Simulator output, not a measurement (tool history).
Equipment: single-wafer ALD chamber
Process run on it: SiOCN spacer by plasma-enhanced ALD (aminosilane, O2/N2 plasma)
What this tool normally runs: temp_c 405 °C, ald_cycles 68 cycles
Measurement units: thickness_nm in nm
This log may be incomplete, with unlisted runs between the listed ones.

| run | hour | temp_c | ald_cycles | read-back reference wafer on the same gauge, thickness_nm | thickness_nm |
|---|---|---|---|---|---|
| 1 | 0.0 | 405 | 68 | 3.330 | 3.641 |
| 2 | 14.4 | 405 | 68 | 3.333 | 3.665 |
| 3 | 48.9 | 397 | 68 | 3.338 | 3.716 |
| 4 | 69.9 | 397 | 68 | 3.336 | 3.711 |
| 5 | 103.0 | 397 | 68 | 3.342 | 3.724 |
| 6 | 120.6 | 409 | 68 | 3.340 | 3.618 |
| 7 | 152.8 | 409 | 68 | 3.350 | 3.636 |
| 8 | 169.8 | 397 | 81 | 3.352 | 4.449 |
| 9 | 196.4 | 405 | 56 | 3.354 | 3.023 |
| 10 | 228.7 | 398 | 81 | 3.318 | 4.370 |
| 11 | 251.8 | 400 | 62 | 3.321 | 3.362 |
| 12 | 284.2 | 405 | 68 | 3.322 | 3.650 |
| 13 | 301.4 | 400 | 81 | 3.328 | 4.412 |
| 14 | 334.6 | 413 | 60 | 3.334 | 3.157 |
| 15 | 366.7 | 405 | 68 | 3.341 | 3.665 |

Not shown: 2 entries that the log had between the listed runs. Between which runs, and how does the tool's hidden state differ before and after?
After run 9, before run 10: gauge calibrated (hour 217.6)
  gauge reads high (%): 1.04 -> -0.0197
  difference, measured minus the result without the unlogged condition, thickness_nm: +0.031 -> -0.001 nm
After run 11, before run 12: thermocouple changed; heater temperature recalibrated (hour 273.3)
  gauge reads high (%): 0.0727 -> 0.202
  difference, measured minus the result without the unlogged condition, thickness_nm: +0.002 -> +0.007 nm

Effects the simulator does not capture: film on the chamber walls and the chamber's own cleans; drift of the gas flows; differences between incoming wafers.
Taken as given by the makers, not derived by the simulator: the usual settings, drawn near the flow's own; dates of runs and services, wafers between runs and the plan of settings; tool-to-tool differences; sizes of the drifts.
